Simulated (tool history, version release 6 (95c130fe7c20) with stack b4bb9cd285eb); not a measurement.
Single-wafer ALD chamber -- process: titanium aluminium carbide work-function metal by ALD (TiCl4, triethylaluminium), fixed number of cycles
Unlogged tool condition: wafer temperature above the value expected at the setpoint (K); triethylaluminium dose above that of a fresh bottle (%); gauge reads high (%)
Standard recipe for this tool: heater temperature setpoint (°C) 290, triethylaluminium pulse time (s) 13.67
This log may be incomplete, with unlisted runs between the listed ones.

run,hour,heater temperature setpoint (°C),triethylaluminium pulse time (s),wafers since the last listed run,hours since the last thermocouple change,hours since the last triethylaluminium bottle change,hours since the showerhead was replaced,hours since the gauge calibration,"read-back reference wafer on the same gauge, thickness_nm",mean film thickness on the monitor wafer (nm)
1,0.0,290,10.46,0,246.1,1146.6,6106.3,351.4,2.481,2.061
2,50.2,290,10.46,809,296.3,1196.8,6156.5,401.6,2.479,2.068
3,90.3,290,10.46,646,336.4,1236.9,6196.6,441.7,2.482,2.074
4,157.3,290,13.67,1080,403.4,1303.9,6263.6,508.7,2.480,2.166
5,248.9,290,13.67,1476,495.0,1395.5,6355.2,600.3,2.482,2.160
6,347.0,290,13.67,1581,593.1,1493.6,6453.3,698.4,2.479,2.169
7,419.0,290,13.67,1160,665.1,1565.6,6525.3,770.4,2.479,2.147
8,513.6,290,13.67,1525,759.7,1660.2,6619.9,865.0,2.481,2.162
# hour 561.9: triethylaluminium bottle replaced
9,574.9,290,13.67,859,821.0,13.0,6681.2,926.3,2.480,2.163
10,633.1,282,13.67,938,879.2,71.2,6739.4,984.5,2.484,2.070
# hour 691.1: showerhead replaced
# hour 735.8: gauge calibrated
# hour 737.8: thermocouple changed; heater temperature recalibrated
11,738.9,285,15.60,1447,1.1,177.0,47.8,3.1,2.480,2.139
12,782.9,285,17.70,709,45.1,221.0,91.8,47.1,2.476,2.125
13,840.5,300,10.00,928,102.7,278.6,149.4,104.7,2.482,2.122
14,883.9,290,13.67,699,146.1,322.0,192.8,148.1,2.478,2.150
15,947.5,286,13.67,1025,209.7,385.6,256.4,211.7,2.480,2.125
16,999.8,297,13.67,843,262.0,437.9,308.7,264.0,2.479,2.211
17,1066.7,290,18.23,1078,328.9,504.8,375.6,330.9,2.479,2.153
18,1131.4,276,13.67,1043,393.6,569.5,440.3,395.6,2.482,2.020
19,1203.0,290,13.67,1154,465.2,641.1,511.9,467.2,2.480,2.158

The next listed run, before its measurement:
20,1280.0,303,15.78,1241,542.2,718.1,588.9,544.2,?,?

Run 20 yielded read-back reference wafer on the same gauge, thickness_nm 2.484, mean film thickness on the monitor wafer (nm) 2.300.
Take away the tool's hidden state, keep the run-to-run variation as it was, and the same run would have given mean film thickness on the monitor wafer (nm) 2.300.

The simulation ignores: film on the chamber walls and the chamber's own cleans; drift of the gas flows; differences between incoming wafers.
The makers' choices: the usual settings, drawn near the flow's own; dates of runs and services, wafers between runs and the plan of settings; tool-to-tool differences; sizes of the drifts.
